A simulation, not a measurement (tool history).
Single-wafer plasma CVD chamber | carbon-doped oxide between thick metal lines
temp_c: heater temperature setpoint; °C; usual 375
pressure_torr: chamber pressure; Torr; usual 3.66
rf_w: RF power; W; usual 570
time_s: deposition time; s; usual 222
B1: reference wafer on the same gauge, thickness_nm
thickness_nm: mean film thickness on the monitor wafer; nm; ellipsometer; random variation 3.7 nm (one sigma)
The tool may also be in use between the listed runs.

{"run": 1, "hour": 0.0, "temp_c": 375, "pressure_torr": 3.66, "rf_w": 570, "time_s": 222, "B1": 900.033, "thickness_nm": 1086.855}
{"run": 2, "hour": 89.2, "temp_c": 375, "pressure_torr": 3.66, "rf_w": 570, "time_s": 222, "B1": 899.422, "thickness_nm": 1086.406}
{"run": 3, "hour": 179.1, "temp_c": 375, "pressure_torr": 3.66, "rf_w": 570, "time_s": 222, "B1": 899.996, "thickness_nm": 1086.496}
{"run": 4, "hour": 254.4, "temp_c": 375, "pressure_torr": 3.66, "rf_w": 570, "time_s": 222, "B1": 899.295, "thickness_nm": 1088.278}
{"run": 5, "hour": 565.3, "temp_c": 375, "pressure_torr": 3.66, "rf_w": 570, "time_s": 222, "B1": 900.152, "thickness_nm": 1095.61}
{"run": 6, "hour": 615.0, "temp_c": 375, "pressure_torr": 3.66, "rf_w": 570, "time_s": 222, "B1": 900.584, "thickness_nm": 1092.916}
{"run": 7, "hour": 707.6, "temp_c": 375, "pressure_torr": 3.66, "rf_w": 615, "time_s": 222, "B1": 898.861, "thickness_nm": 1175.73}
{"hour": 770.8, "done": "RF generator calibrated"}
{"run": 8, "hour": 774.1, "temp_c": 375, "pressure_torr": 3.66, "rf_w": 615, "time_s": 222, "B1": 899.952, "thickness_nm": 1173.505}
{"hour": 820.7, "done": "capacitance manometer re-zeroed and calibrated"}
{"run": 9, "hour": 821.2, "temp_c": 375, "pressure_torr": 4.28, "rf_w": 570, "time_s": 222, "B1": 900.127, "thickness_nm": 1106.51}
{"hour": 845.1, "done": "thermocouple changed; heater temperature recalibrated"}
{"run": 10, "hour": 859.4, "temp_c": 375, "pressure_torr": 4.28, "rf_w": 570, "time_s": 222, "B1": 900.555, "thickness_nm": 1116.896}
{"run": 11, "hour": 902.2, "temp_c": 375, "pressure_torr": 3.04, "rf_w": 515, "time_s": 222, "B1": 899.387, "thickness_nm": 952.178}
{"run": 12, "hour": 1104.9, "temp_c": 375, "pressure_torr": 3.66, "rf_w": 570, "time_s": 236, "B1": 899.776, "thickness_nm": 1154.152}
{"run": 13, "hour": 1211.3, "temp_c": 361, "pressure_torr": 3.66, "rf_w": 570, "time_s": 222, "B1": 899.894, "thickness_nm": 1124.715}
{"run": 14, "hour": 1276.1, "temp_c": 361, "pressure_torr": 3.66, "rf_w": 570, "time_s": 222, "B1": 900.084, "thickness_nm": 1127.618}
{"run": 15, "hour": 1344.8, "temp_c": 375, "pressure_torr": 4.15, "rf_w": 570, "time_s": 207, "B1": 900.53, "thickness_nm": 1042.736}
{"run": 16, "hour": 1443.6, "temp_c": 375, "pressure_torr": 3.66, "rf_w": 570, "time_s": 222, "B1": 900.618, "thickness_nm": 1095.256}
{"run": 17, "hour": 1488.9, "temp_c": 375, "pressure_torr": 3.66, "rf_w": 470, "time_s": 256, "B1": 899.893, "thickness_nm": 1014.651}
{"run": 18, "hour": 1548.6, "temp_c": 375, "pressure_torr": 3.66, "rf_w": 655, "time_s": 222, "B1": 899.749, "thickness_nm": 1245.276}
{"hour": 1577.8, "done": "RF generator calibrated"}
{"run": 19, "hour": 1611.0, "temp_c": 380, "pressure_torr": 3.66, "rf_w": 570, "time_s": 222, "B1": 899.051, "thickness_nm": 1090.372}
{"hour": 1632.3, "done": "showerhead replaced"}
{"hour": 1643.6, "done": "capacitance manometer re-zeroed and calibrated"}
{"run": 20, "hour": 1695.0, "temp_c": 375, "pressure_torr": 3.66, "rf_w": 610, "time_s": 222, "B1": 899.78, "thickness_nm": 1167.79}
{"hour": 1742.7, "done": "gauge calibrated"}
{"run": 21, "hour": 1747.7, "temp_c": 365, "pressure_torr": 4.04, "rf_w": 670, "time_s": 205, "B1": 899.295, "thickness_nm": 1207.784}
{"run": 22, "hour": 1840.1, "temp_c": 375, "pressure_torr": 3.66, "rf_w": 480, "time_s": 242, "B1": 900.152, "thickness_nm": 979.777}
{"run": 23, "hour": 1894.6, "temp_c": 375, "pressure_torr": 3.91, "rf_w": 570, "time_s": 222, "B1": 900.324, "thickness_nm": 1105.243}
{"run": 24, "hour": 1998.0, "temp_c": 375, "pressure_torr": 3.66, "rf_w": 570, "time_s": 222, "B1": 899.78, "thickness_nm": 1099.339}
{"run": 25, "hour": 2045.9, "temp_c": 375, "pressure_torr": 4.34, "rf_w": 570, "time_s": 243, "B1": 899.488, "thickness_nm": 1228.002}
{"run": 26, "hour": 2142.6, "temp_c": 375, "pressure_torr": 3.66, "rf_w": 570, "time_s": 222, "B1": 900.281, "thickness_nm": 1096.761}
{"hour": 2326.4, "done": "thermocouple changed; heater temperature recalibrated"}
{"hour": 2444.2, "done": "RF generator calibrated"}
{"run": 27, "hour": 2446.1, "temp_c": 380, "pressure_torr": 4.22, "rf_w": 465, "time_s": 222, "B1": 899.027, "thickness_nm": 882.325}

Forecast each of these 5 alternatives for the next run:
{"run": "A", "hour": 2446.6, "temp_c": 375, "pressure_torr": 3.66, "rf_w": 570, "time_s": 222, "B1": "?", "thickness_nm": "?"}
{"run": "B", "hour": 2446.6, "temp_c": 375, "pressure_torr": 4.02, "rf_w": 570, "time_s": 186, "B1": "?", "thickness_nm": "?"}
{"run": "C", "hour": 2446.6, "temp_c": 383, "pressure_torr": 4.4, "rf_w": 570, "time_s": 238, "B1": "?", "thickness_nm": "?"}
{"run": "D", "hour": 2446.6, "temp_c": 375, "pressure_torr": 3.66, "rf_w": 505, "time_s": 222, "B1": "?", "thickness_nm": "?"}
{"run": "E", "hour": 2446.6, "temp_c": 375, "pressure_torr": 4.4, "rf_w": 570, "time_s": 235, "B1": "?", "thickness_nm": "?"}

run=A B1=899.545 thickness_nm=1092.545
run=B B1=899.545 thickness_nm=929.816
run=C B1=899.545 thickness_nm=1190.833
run=D B1=899.545 thickness_nm=964.569
run=E B1=899.545 thickness_nm=1191.817
Without the tool's hidden state the same runs would have given:
run=A thickness_nm=1078.837
run=B thickness_nm=917.082
run=C thickness_nm=1173.919
run=D thickness_nm=952.467
run=E thickness_nm=1174.889
